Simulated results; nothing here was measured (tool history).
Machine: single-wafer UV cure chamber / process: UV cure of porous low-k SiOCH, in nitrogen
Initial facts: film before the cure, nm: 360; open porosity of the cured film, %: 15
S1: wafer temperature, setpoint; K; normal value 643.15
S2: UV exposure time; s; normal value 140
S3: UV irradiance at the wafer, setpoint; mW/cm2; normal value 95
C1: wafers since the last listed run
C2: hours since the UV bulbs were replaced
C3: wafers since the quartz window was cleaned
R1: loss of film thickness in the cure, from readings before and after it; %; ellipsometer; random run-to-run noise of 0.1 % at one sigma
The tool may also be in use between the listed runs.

| run | day | S1 | S2 | S3 | C1 | C2 | C3 | R1 |
|---|---|---|---|---|---|---|---|---|
| 1 | 0.000 | 643.15 | 140 | 95 | 0 | 577.4 | 307 | 6.205 |
| 2 | 0.583 | 643.15 | 140 | 95 | 66 | 591.4 | 373 | 6.099 |
| 3 | 0.858 | 643.15 | 140 | 95 | 31 | 598.0 | 404 | 6.144 |
| 4 | 1.383 | 643.15 | 165 | 95 | 59 | 610.6 | 463 | 6.816 |
| 5 | 2.062 | 643.15 | 165 | 95 | 76 | 626.9 | 540 | 6.617 |
| 6 | 2.792 | 643.15 | 140 | 95 | 82 | 644.4 | 623 | 5.958 |
| 7 | 3.450 | 643.15 | 140 | 95 | 74 | 660.2 | 697 | 5.867 |
| 8 | 3.862 | 643.15 | 140 | 76 | 46 | 670.1 | 744 | 5.266 |
| 9 | 4.392 | 643.15 | 140 | 76 | 59 | 682.8 | 804 | 5.190 |
| 10 | 5.142 | 643.15 | 140 | 76 | 84 | 700.8 | 889 | 5.127 |
| 11 | 5.633 | 643.15 | 140 | 95 | 55 | 712.6 | 945 | 5.966 |
| 12 | 6.025 | 643.15 | 140 | 95 | 44 | 722.0 | 989 | 5.956 |
| 13 | 6.633 | 643.15 | 140 | 95 | 68 | 736.6 | 1058 | 5.734 |
| 14 | 7.362 | 643.15 | 140 | 95 | 82 | 754.1 | 1140 | 5.823 |
| 15 | 8.058 | 643.15 | 140 | 95 | 78 | 770.8 | 1219 | 5.667 |
| 16 | 10.292 | 643.15 | 140 | 95 | 252 | 824.4 | 1472 | 5.558 |
| 17 | 11.029 | 643.15 | 140 | 95 | 83 | 842.1 | 1556 | 5.446 |
| 18 | 11.308 | 643.15 | 140 | 95 | 31 | 848.8 | 1587 | 5.438 |
| 19 | 11.767 | 643.15 | 140 | 95 | 51 | 859.8 | 1639 | 5.354 |
| 20 | 12.242 | 643.15 | 140 | 95 | 53 | 871.2 | 1693 | 5.430 |
| 21 | 12.554 | 643.15 | 140 | 95 | 35 | 878.7 | 1728 | 5.399 |
| 22 | 13.079 | 643.15 | 140 | 95 | 59 | 891.3 | 1788 | 5.396 |
| 23 | 13.775 | 625.15 | 60 | 126 | 78 | 908.0 | 1867 | 3.461 |
| 24 | 14.146 | 643.15 | 140 | 131 | 41 | 916.9 | 1909 | 6.434 |
| 25 | 14.704 | 643.15 | 140 | 95 | 63 | 930.3 | 1972 | 5.200 |
| 26 | 15.329 | 652.15 | 85 | 128 | 70 | 945.3 | 2043 | 4.577 |
| 27 | 15.967 | 626.15 | 195 | 56 | 72 | 960.6 | 2115 | 4.299 |
| 28 | 16.388 | 624.15 | 105 | 118 | 47 | 970.7 | 2163 | 4.680 |
| 29 | 16.858 | 654.15 | 220 | 71 | 53 | 982.0 | 2216 | 5.576 |
|  | 17.596 | quartz window cleaned |
|  | 17.625 | UV bulbs replaced |
| 30 | 17.646 | 628.15 | 210 | 95 | 47 | 0.5 | 2 | 8.253 |
| 31 | 18.029 | 654.15 | 160 | 70 | 43 | 9.7 | 45 | 6.614 |
| 32 | 18.738 | 643.15 | 190 | 95 | 80 | 26.7 | 125 | 8.271 |
| 33 | 19.183 | 656.15 | 65 | 123 | 50 | 37.4 | 176 | 5.413 |
| 34 | 19.762 | 633.15 | 175 | 123 | 65 | 51.3 | 241 | 8.592 |
| 35 | 20.446 | 643.15 | 75 | 122 | 77 | 67.7 | 319 | 5.675 |
| 36 | 21.142 | 658.15 | 140 | 95 | 78 | 84.4 | 398 | 7.183 |
| 37 | 21.762 | 643.15 | 75 | 122 | 70 | 99.3 | 468 | 5.555 |
| 38 | 22.058 | 627.15 | 115 | 95 | 33 | 106.4 | 501 | 5.846 |
| 39 | 22.550 | 643.15 | 140 | 95 | 55 | 118.2 | 557 | 6.630 |
| 40 | 22.846 | 643.15 | 140 | 76 | 33 | 125.3 | 591 | 6.002 |

Predict the results of run 41:
| 41 | 23.333 | 662.15 | 80 | 121 | 55 | 137.0 | 646 | ? |

Run 41 gave R1 6.065 %.
Take away the tool's hidden state, keep the run-to-run variation as it was, and the same run would have given R1 6.481 %.
